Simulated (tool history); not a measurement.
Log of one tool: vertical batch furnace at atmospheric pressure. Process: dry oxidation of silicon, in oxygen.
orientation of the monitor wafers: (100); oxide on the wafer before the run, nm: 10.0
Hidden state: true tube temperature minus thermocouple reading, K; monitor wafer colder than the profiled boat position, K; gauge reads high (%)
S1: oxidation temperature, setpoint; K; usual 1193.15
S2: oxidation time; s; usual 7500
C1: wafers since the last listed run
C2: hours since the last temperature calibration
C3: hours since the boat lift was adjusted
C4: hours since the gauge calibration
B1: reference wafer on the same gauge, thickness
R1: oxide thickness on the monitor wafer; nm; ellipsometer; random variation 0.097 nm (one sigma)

Run 1, hour 0.0: usual settings; C1 0; C2 1964.5; C3 2000.8; C4 336.2; B1 46.20. Result: R1 42.27 nm.
Run 2, hour 14.6: usual settings; C1 183; C2 1979.1; C3 2015.4; C4 350.8; B1 46.21. Result: R1 42.44 nm.
Run 3, hour 35.9: usual settings; C1 268; C2 2000.4; C3 2036.7; C4 372.1; B1 46.19. Result: R1 42.29 nm.
Run 4, hour 71.7: usual settings; C1 450; C2 2036.2; C3 2072.5; C4 407.9; B1 46.17. Result: R1 42.49 nm.
Run 5, hour 105.3: usual settings; C1 423; C2 2069.8; C3 2106.1; C4 441.5; B1 46.25. Result: R1 42.51 nm.
Run 6, hour 140.7: usual settings; C1 445; C2 2105.2; C3 2141.5; C4 476.9; B1 46.22. Result: R1 42.46 nm.
Run 7, hour 168.5: usual settings but S1 1174.15 K; C1 350; C2 2133.0; C3 2169.3; C4 504.7; B1 46.19. Result: R1 35.72 nm.
At hour 217.7: boat lift adjusted.
Run 8, hour 218.2: usual settings but S1 1174.15 K; C1 323; C2 2182.7; C3 0.5; C4 554.4; B1 46.22. Result: R1 36.96 nm.
Run 9, hour 224.1: usual settings but S2 9210 s; C1 74; C2 2188.6; C3 6.4; C4 560.3; B1 46.20. Result: R1 50.62 nm.
Run 10, hour 234.8: usual settings; C1 134; C2 2199.3; C3 17.1; C4 571.0; B1 46.19. Result: R1 44.45 nm.
Run 11, hour 263.0: usual settings; C1 355; C2 2227.5; C3 45.3; C4 599.2; B1 46.23. Result: R1 44.11 nm.
Run 12, hour 276.4: usual settings but S2 5160 s; C1 168; C2 2240.9; C3 58.7; C4 612.6; B1 46.18. Result: R1 35.32 nm.
At hour 318.9: thermocouples replaced and temperature profile calibrated.
Run 13, hour 319.4: usual settings but S2 5160 s; C1 239; C2 0.5; C3 101.7; C4 655.6; B1 46.22. Result: R1 34.17 nm.
Run 14, hour 330.0: usual settings but S2 5160 s; C1 133; C2 11.1; C3 112.3; C4 666.2; B1 46.19. Result: R1 34.15 nm.
Run 15, hour 346.2: usual settings; C1 204; C2 27.3; C3 128.5; C4 682.4; B1 46.19. Result: R1 42.53 nm.
Run 16, hour 379.5: usual settings but S1 1181.15 K; C1 419; C2 60.6; C3 161.8; C4 715.7; B1 46.18. Result: R1 38.25 nm.
Run 17, hour 391.9: usual settings but S2 11190 s; C1 156; C2 73.0; C3 174.2; C4 728.1; B1 46.16. Result: R1 55.26 nm.
Run 18, hour 413.5: usual settings but S1 1200.15 K, S2 5280 s; C1 272; C2 94.6; C3 195.8; C4 749.7; B1 46.19. Result: R1 36.65 nm.
At hour 421.7: gauge calibrated.
Run 19, hour 444.0: usual settings but S2 3750 s; C1 384; C2 125.1; C3 226.3; C4 22.3; B1 46.24. Result: R1 28.68 nm.
Run 20, hour 458.9: usual settings but S1 1185.15 K, S2 6570 s; C1 187; C2 140.0; C3 241.2; C4 37.2; B1 46.20. Result: R1 36.61 nm.
Run 21, hour 473.4: usual settings but S1 1175.15 K, S2 5370 s; C1 182; C2 154.5; C3 255.7; C4 51.7; B1 46.21. Result: R1 30.02 nm.
Run 22, hour 489.3: usual settings but S1 1186.15 K, S2 10140 s; C1 200; C2 170.4; C3 271.6; C4 67.6; B1 46.18. Result: R1 48.13 nm.
Run 23, hour 524.4: usual settings; C1 442; C2 205.5; C3 306.7; C4 102.7; B1 46.22. Result: R1 42.61 nm.
Run 24, hour 546.2: usual settings but S1 1213.15 K, S2 6180 s; C1 274; C2 227.3; C3 328.5; C4 124.5; B1 46.20. Result: R1 45.59 nm.
Run 25, hour 568.8: usual settings; C1 284; C2 249.9; C3 351.1; C4 147.1; B1 46.21. Result: R1 42.55 nm.
Run 26, hour 593.1: usual settings but S1 1181.15 K, S2 9840 s; C1 306; C2 274.2; C3 375.4; C4 171.4; B1 46.20. Result: R1 44.89 nm.
Run 27, hour 617.1: usual settings but S1 1211.15 K; C1 302; C2 298.2; C3 399.4; C4 195.4; B1 46.20. Result: R1 50.32 nm.
Run 28, hour 643.9: usual settings but S1 1172.15 K, S2 5880 s; C1 337; C2 325.0; C3 426.2; C4 222.2; B1 46.18. Result: R1 30.67 nm.

Forecast each of these 5 alternatives for the next run:
Run A, hour 649.9: usual settings but S1 1185.15 K; C1 75; C2 331.0; C3 432.2; C4 228.2; B1 ?. Result: R1 ?.
Run B, hour 649.9: usual settings but S1 1203.15 K, S2 9930 s; C1 75; C2 331.0; C3 432.2; C4 228.2; B1 ?. Result: R1 ?.
Run C, hour 649.9: usual settings but S2 10320 s; C1 75; C2 331.0; C3 432.2; C4 228.2; B1 ?. Result: R1 ?.
Run D, hour 649.9: usual settings but S1 1216.15 K, S2 9390 s; C1 75; C2 331.0; C3 432.2; C4 228.2; B1 ?. Result: R1 ?.
Run E, hour 649.9: usual settings but S1 1171.15 K; C1 75; C2 331.0; C3 432.2; C4 228.2; B1 ?. Result: R1 ?.

run     B1     R1
  A  46.21  39.51
  B  46.21  56.27
  C  46.21  52.22
  D  46.21  61.51
  E  46.21  34.83
Without the tool's hidden state the same runs would have given:
run     R1
  A  39.76
  B  56.65
  C  52.57
  D  61.90
  E  35.04

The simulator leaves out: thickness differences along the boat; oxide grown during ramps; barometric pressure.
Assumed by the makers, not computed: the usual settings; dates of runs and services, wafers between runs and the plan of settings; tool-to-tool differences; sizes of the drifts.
